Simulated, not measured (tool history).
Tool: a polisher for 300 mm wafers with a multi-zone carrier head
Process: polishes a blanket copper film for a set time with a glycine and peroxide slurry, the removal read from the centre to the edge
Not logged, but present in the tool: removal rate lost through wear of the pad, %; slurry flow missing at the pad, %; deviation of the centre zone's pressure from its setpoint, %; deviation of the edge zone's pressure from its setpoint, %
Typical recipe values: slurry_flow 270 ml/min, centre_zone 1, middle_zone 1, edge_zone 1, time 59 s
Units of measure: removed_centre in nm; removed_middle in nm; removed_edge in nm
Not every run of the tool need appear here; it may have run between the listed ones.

| run | hour | slurry_flow | centre_zone | middle_zone | edge_zone | time | wafers since the last listed run | wafers polished on this pad | hours since the slurry nozzle was cleaned | hours since the centre zone pressure was calibrated | hours since the edge zone pressure was calibrated | hours since the carrier head's membrane was replaced | incoming thickness of the incoming film, nm | removed_centre | removed_middle | removed_edge |
|---|---|---|---|---|---|---|---|---|---|---|---|---|---|---|---|---|
| 1 | 0 | 270 | 1 | 1 | 1 | 59 | 0 | 525 | 536.5 | 572.4 | 696.1 | 678.8 | 2354 | 364.5 | 379.3 | 377.6 |
| 2 | 11.3 | 270 | 1 | 1 | 1 | 59 | 91 | 617 | 547.8 | 583.7 | 707.4 | 690.1 | 2354.8 | 356.8 | 379.9 | 371.2 |
| 3 | 24.2 | 270 | 1 | 0.96 | 1 | 59 | 104 | 721 | 560.7 | 596.6 | 720.3 | 703 | 2366.3 | 363.6 | 368.2 | 372.9 |
| 4 | 30.8 | 270 | 1 | 0.96 | 1 | 59 | 53 | 775 | 567.3 | 603.2 | 726.9 | 709.6 | 2385.1 | 363.1 | 363.9 | 373.8 |
| 5 | 37.2 | 270 | 1 | 1 | 0.96 | 59 | 51 | 826 | 573.7 | 609.6 | 733.3 | 716 | 2340.5 | 363.3 | 376.7 | 367.5 |
| 6 | 54.9 | 270 | 1 | 1 | 0.96 | 59 | 143 | 970 | 591.4 | 627.3 | 751 | 733.7 | 2351.2 | 365.3 | 372 | 366.3 |
|  | 67.7 | worn pad replaced by a new one |
| 7 | 68.2 | 270 | 1 | 1 | 1 | 59 | 75 | 4 | 604.7 | 640.6 | 764.3 | 747 | 2386 | 362.1 | 374 | 371.1 |
|  | 70.6 | centre zone pressure recalibrated |
| 8 | 111.6 | 270 | 1 | 1 | 1 | 59 | 335 | 339 | 648.1 | 41 | 807.7 | 790.4 | 2399.8 | 368.4 | 373 | 372.5 |
| 9 | 117.6 | 270 | 1 | 1 | 1.1 | 59 | 48 | 388 | 654.1 | 47 | 813.7 | 796.4 | 2381 | 366.1 | 369.6 | 390.3 |
| 10 | 129.1 | 270 | 1 | 1 | 1 | 59 | 93 | 481 | 665.6 | 58.5 | 825.2 | 807.9 | 2373.3 | 363.9 | 372.6 | 369.5 |
| 11 | 146.4 | 270 | 1 | 1 | 1 | 59 | 140 | 621 | 682.9 | 75.8 | 842.5 | 825.2 | 2346.8 | 356.5 | 375 | 376.6 |
| 12 | 155.2 | 270 | 1 | 1 | 1 | 59 | 71 | 693 | 691.7 | 84.6 | 851.3 | 834 | 2423.9 | 363.3 | 367.7 | 372.1 |
| 13 | 164.2 | 270 | 1 | 1 | 1 | 59 | 72 | 766 | 700.7 | 93.6 | 860.3 | 843 | 2418 | 364.1 | 379.5 | 374.5 |
|  | 184.5 | carrier head's membrane replaced by a new one |
| 14 | 185 | 340 | 1 | 1 | 1 | 45 | 128 | 894 | 721.5 | 114.4 | 881.1 | 0.5 | 2350.7 | 290.8 | 298.2 | 287.2 |
| 15 | 197.5 | 365 | 1 | 0.89 | 0.89 | 40 | 101 | 995 | 734 | 126.9 | 893.6 | 13 | 2374.2 | 255.7 | 243.3 | 245.2 |
|  | 200.3 | edge zone pressure recalibrated |
| 16 | 215.4 | 270 | 0.94 | 1 | 1 | 70 | 128 | 1124 | 751.9 | 144.8 | 15.1 | 30.9 | 2387.8 | 399.7 | 438.4 | 446.5 |
|  | 223.7 | worn pad replaced by a new one |
| 17 | 230.6 | 270 | 1 | 1 | 1.08 | 41 | 90 | 55 | 767.1 | 160 | 30.3 | 46.1 | 2401.8 | 256.2 | 262.3 | 264.3 |
| 18 | 241.9 | 360 | 1 | 1 | 1 | 59 | 91 | 147 | 778.4 | 171.3 | 41.6 | 57.4 | 2370.1 | 380.8 | 390.7 | 381.6 |
|  | 249.6 | slurry nozzle cleaned |
| 19 | 259.8 | 225 | 0.94 | 0.89 | 1 | 59 | 136 | 284 | 10.2 | 189.2 | 59.5 | 75.3 | 2358.9 | 356.4 | 361.4 | 376.6 |
| 20 | 309.7 | 270 | 1 | 1.09 | 1 | 59 | 404 | 688 | 60.1 | 239.1 | 109.4 | 125.2 | 2382.3 | 382.3 | 423.6 | 383.9 |
| 21 | 325.3 | 270 | 0.88 | 1.03 | 1 | 59 | 126 | 815 | 75.7 | 254.7 | 125 | 140.8 | 2370.3 | 333.4 | 400.2 | 385.3 |

Subtracting, for every run, the result it would have given without the tool's unlogged condition from the measured result gives the following. The same run-to-run variation enters both numbers; the gauge's scatter may not:
| run | removed_centre | removed_middle | removed_edge |
|---|---|---|---|
| 1 | -21.3 | -19.7 | -14.6 |
| 2 | -21 | -20 | -14.5 |
| 3 | -21.7 | -19.5 | -14.7 |
| 4 | -21.7 | -19.4 | -14.8 |
| 5 | -21.9 | -20.2 | -14.7 |
| 6 | -22.2 | -20.2 | -14.7 |
| 7 | -22.2 | -20.4 | -15 |
| 8 | -23.2 | -20.9 | -15.4 |
| 9 | -23.1 | -20.8 | -16.3 |
| 10 | -23.1 | -21.1 | -15.5 |
| 11 | -22.8 | -21.4 | -15.9 |
| 12 | -23.3 | -21.1 | -15.7 |
| 13 | -23.5 | -21.9 | -16 |
| 14 | -15.4 | -14.1 | -10.3 |
| 15 | -12.8 | -10.9 | -8.3 |
| 16 | -26.3 | -25.7 | -19.4 |
| 17 | -17 | -15.4 | -11.5 |
| 18 | -19.6 | -18 | -13.3 |
| 19 | -2 | -1.8 | -1.4 |
| 20 | -5 | -4.9 | -3.3 |
| 21 | -5.2 | -5.6 | -4 |
